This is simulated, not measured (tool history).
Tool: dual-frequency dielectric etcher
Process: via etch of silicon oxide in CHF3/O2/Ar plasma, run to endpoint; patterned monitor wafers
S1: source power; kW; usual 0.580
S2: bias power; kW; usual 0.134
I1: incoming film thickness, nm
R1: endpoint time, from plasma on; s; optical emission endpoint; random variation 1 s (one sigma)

run   hour     S1     S2     I1     R1
  1    0.0  0.620  0.125  664.2  342.6
  2   22.7  0.620  0.125  672.3  347.9
  3   35.9  0.620  0.125  672.5  348.3
  4   50.0  0.580  0.114  665.2  364.9
  5   69.0  0.580  0.114  666.5  366.1
  6   92.8  0.580  0.134  662.2  340.2
     121.2  -- upper electrode replaced
  7  121.7  0.540  0.134  670.8  355.7
  8  129.0  0.580  0.116  665.3  363.5
  9  152.2  0.700  0.120  667.6  337.4
     166.7  -- source power generator calibrated
 10  174.3  0.490  0.154  664.2  341.7
 11  205.3  0.580  0.134  671.3  348.6
     245.6  -- wet clean of the chamber
     248.2  -- bias power generator calibrated
 12  248.7  0.580  0.134  666.3  339.4
 13  252.6  0.660  0.156  667.6  305.1
 14  282.6  0.490  0.152  666.5  339.4
 15  316.7  0.580  0.134  680.1  346.3

5 ways to go on from here, each from the tool as it stands after run 15. What would each give?
  A  317.2  0.640  0.134  665.2   ?
  B  317.2  0.520  0.117  665.2   ?
  C  317.2  0.580  0.144  665.2   ?
  D  317.2  0.660  0.158  665.2   ?
  E  317.2  0.500  0.152  665.2   ?

run     R1
  A  328.4
  B  371.7
  C  329.6
  D  304.2
  E  338.4
Without the tool's hidden state the same runs would have given:
run     R1
  A  327.2
  B  370.3
  C  328.4
  D  303.1
  E  337.1

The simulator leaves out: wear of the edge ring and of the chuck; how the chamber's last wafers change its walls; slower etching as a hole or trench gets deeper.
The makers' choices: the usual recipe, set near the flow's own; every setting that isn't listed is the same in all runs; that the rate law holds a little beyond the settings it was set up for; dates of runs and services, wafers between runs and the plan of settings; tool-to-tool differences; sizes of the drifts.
